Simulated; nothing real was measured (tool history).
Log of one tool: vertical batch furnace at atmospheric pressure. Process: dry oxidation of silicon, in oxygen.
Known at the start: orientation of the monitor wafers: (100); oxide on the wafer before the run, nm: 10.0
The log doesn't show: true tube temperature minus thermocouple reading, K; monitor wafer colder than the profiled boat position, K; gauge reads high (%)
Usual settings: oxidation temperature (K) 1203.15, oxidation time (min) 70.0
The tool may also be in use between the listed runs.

run	hour	oxidation temperature (K)	oxidation time (min)	wafers since the last listed run	hours since the last temperature calibration	hours since the boat lift was adjusted	hours since the gauge calibration	read-back reference wafer on the same gauge, thickness	oxide thickness on the monitor wafer (angstrom)
1	0.0	1188.15	70.0	0	2088.4	3163.8	534.9	30.39	306.1
2	23.2	1188.15	70.0	490	2111.6	3187.0	558.1	30.42	306.7
3	38.3	1203.15	70.0	318	2126.7	3202.1	573.2	30.41	346.0
4	71.8	1203.15	70.0	707	2160.2	3235.6	606.7	30.39	348.4
5	85.7	1203.15	70.0	293	2174.1	3249.5	620.6	30.41	347.1
6	108.4	1203.15	59.5	479	2196.8	3272.2	643.3	30.41	318.1
7	120.8	1203.15	59.5	261	2209.2	3284.6	655.7	30.43	318.2
8	152.2	1203.15	59.5	663	2240.6	3316.0	687.1	30.39	319.6
9	177.0	1203.15	70.0	523	2265.4	3340.8	711.9	30.42	348.2
10	203.2	1203.15	70.0	553	2291.6	3367.0	738.1	30.40	347.8
11	224.9	1203.15	70.0	458	2313.3	3388.7	759.8	30.34	350.3
12	255.1	1203.15	79.5	637	2343.5	3418.9	790.0	30.44	376.8
13	281.0	1203.15	79.5	547	2369.4	3444.8	815.9	30.40	376.6
14	311.6	1203.15	79.5	646	2400.0	3475.4	846.5	30.40	376.2
15	327.2	1203.15	95.5	329	2415.6	3491.0	862.1	30.37	420.5
16	351.7	1203.15	95.5	517	2440.1	3515.5	886.6	30.39	421.1
17	364.6	1203.15	95.5	272	2453.0	3528.4	899.5	30.38	422.3
18	390.5	1203.15	70.0	547	2478.9	3554.3	925.4	30.40	349.9
19	455.3	1203.15	70.0	1368	2543.7	3619.1	990.2	30.41	350.2
20	480.3	1186.15	85.0	528	2568.7	3644.1	1015.2	30.38	339.4
21	494.3	1203.15	57.0	295	2582.7	3658.1	1029.2	30.41	313.0
22	511.9	1203.15	70.0	371	2600.3	3675.7	1046.8	30.41	351.7
23	546.4	1223.15	93.0	728	2634.8	3710.2	1081.3	30.42	499.6
24	579.7	1227.15	41.5	703	2668.1	3743.5	1114.6	30.42	322.5

Run 25 comes next. What will it give?
25	614.6	1203.15	70.0	737	2703.0	3778.4	1149.5	?	?

read-back reference wafer on the same gauge, thickness: 30.38
oxide thickness on the monitor wafer (angstrom): 353.7
Without the tool's hidden state the same run would have given oxide thickness on the monitor wafer (angstrom) 336.3.
